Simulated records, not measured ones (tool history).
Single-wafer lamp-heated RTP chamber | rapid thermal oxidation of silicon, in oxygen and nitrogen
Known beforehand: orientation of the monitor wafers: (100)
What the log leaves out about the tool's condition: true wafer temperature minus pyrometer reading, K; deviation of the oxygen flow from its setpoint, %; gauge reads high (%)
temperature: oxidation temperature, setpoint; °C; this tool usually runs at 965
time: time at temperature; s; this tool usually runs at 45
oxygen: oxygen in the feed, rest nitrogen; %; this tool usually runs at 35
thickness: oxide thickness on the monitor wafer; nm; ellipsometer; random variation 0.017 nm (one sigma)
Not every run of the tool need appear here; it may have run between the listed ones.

run    hour  temperature  time  oxygen  wafers since the last listed run  wafers since the last pyrometer calibration  hours since the oxygen flow controller was replaced  hours since the gauge calibration  read-back reference wafer on the same gauge, thickness  thickness
  1       0          965    45      35                                 0                                          500                                               3410.7                              209.6                                                   3.785      3.296
  2    39.7          965    45      35                               229                                          729                                               3450.4                              249.3                                                   3.781      3.324
  3    93.8          965    45      35                               313                                         1042                                               3504.5                              303.4                                                   3.778      3.287
  4   172.5          965    45      35                               455                                         1498                                               3583.2                              382.1                                                   3.774      3.295
  5   260.2          965    45      35                               507                                         2005                                               3670.9                              469.8                                                   3.778      3.305
  6   352.3          965    45      35                               532                                         2538                                                 3763                              561.9                                                   3.777      3.349
  7   410.8          965    45      35                               338                                         2877                                               3821.5                              620.4                                                   3.774      3.343
  8   448.1          984    45      35                               215                                         3092                                               3858.8                              657.7                                                   3.779      3.709
  9   555.5          984    45      35                               621                                         3714                                               3966.2                              765.1                                                   3.779      3.754
 10     610          965    32      51                               315                                         4029                                               4020.7                              819.6                                                   3.788      3.304
 11   681.4          965    45      35                               413                                         4442                                               4092.1                                891                                                   3.789      3.393
 12   787.4          965    45      35                               613                                         5056                                               4198.1                                997                                                   3.785      3.401
 13   828.5          946    45      35                               237                                         5294                                               4239.2                             1038.1                                                    3.78      3.135
      932.3  -- oxygen flow controller replaced
 14   932.8          988    45      35                               557                                         5851                                                  0.5                             1142.4                                                   3.779      3.969
 15     968          974    59      62                               203                                         6054                                                 35.7                             1177.6                                                   3.779      4.818
     1023.2  -- pyrometer window cleaned and pyrometer calibrated
 16  1050.2          965    29      43                               429                                          155                                                117.9                             1259.8                                                    3.78      3.003
       1053  -- gauge calibrated
 17  1143.1          965    45      35                               537                                          693                                                210.8                               90.1                                                   3.779      3.307
 18  1220.8          956    65      17                               449                                         1143                                                288.5                              167.8                                                   3.779      3.075
 19  1270.3          965    45      35                               286                                         1429                                                  338                              217.3                                                   3.774      3.319
 20  1349.2          965    45      35                               456                                         1886                                                416.9                              296.2                                                   3.781      3.307
 21  1418.5          988    36      35                               400                                         2287                                                486.2                              365.5                                                   3.776       3.46
 22  1518.6          965    45      35                               579                                         2866                                                586.3                              465.6                                                   3.779      3.317
 23  1561.5          949    45      54                               248                                         3114                                                629.2                              508.5                                                   3.779      3.406
 24    1666          965    45      35                               604                                         3719                                                733.7                                613                                                   3.779      3.353
 25  1737.9          992    24      24                               416                                         4135                                                805.6                              684.9                                                   3.779      2.941

Alternative continuations, all from the tool just after run 25; predict every row:
  A  1738.4          965    45      49                                 2                                         4138                                                806.1                              685.4                                                       ?          ?
  B  1738.4          988    60      51                                 2                                         4138                                                806.1                              685.4                                                       ?          ?
  C  1738.4          986    58      35                                 2                                         4138                                                806.1                              685.4                                                       ?          ?
  D  1738.4          976    39      17                                 2                                         4138                                                806.1                              685.4                                                       ?          ?
  E  1738.4          941    45      17                                 2                                         4138                                                806.1                              685.4                                                       ?          ?

run  read-back reference wafer on the same gauge, thickness  thickness
  A                                                   3.778      3.627
  B                                                   3.778      4.759
  C                                                   3.778      4.124
  D                                                   3.778      2.914
  E                                                   3.778      2.687
Had the tool no hidden state, the same runs would have come out as:
run  thickness
  A      3.518
  B      4.591
  C       3.99
  D      2.859
  E       2.65

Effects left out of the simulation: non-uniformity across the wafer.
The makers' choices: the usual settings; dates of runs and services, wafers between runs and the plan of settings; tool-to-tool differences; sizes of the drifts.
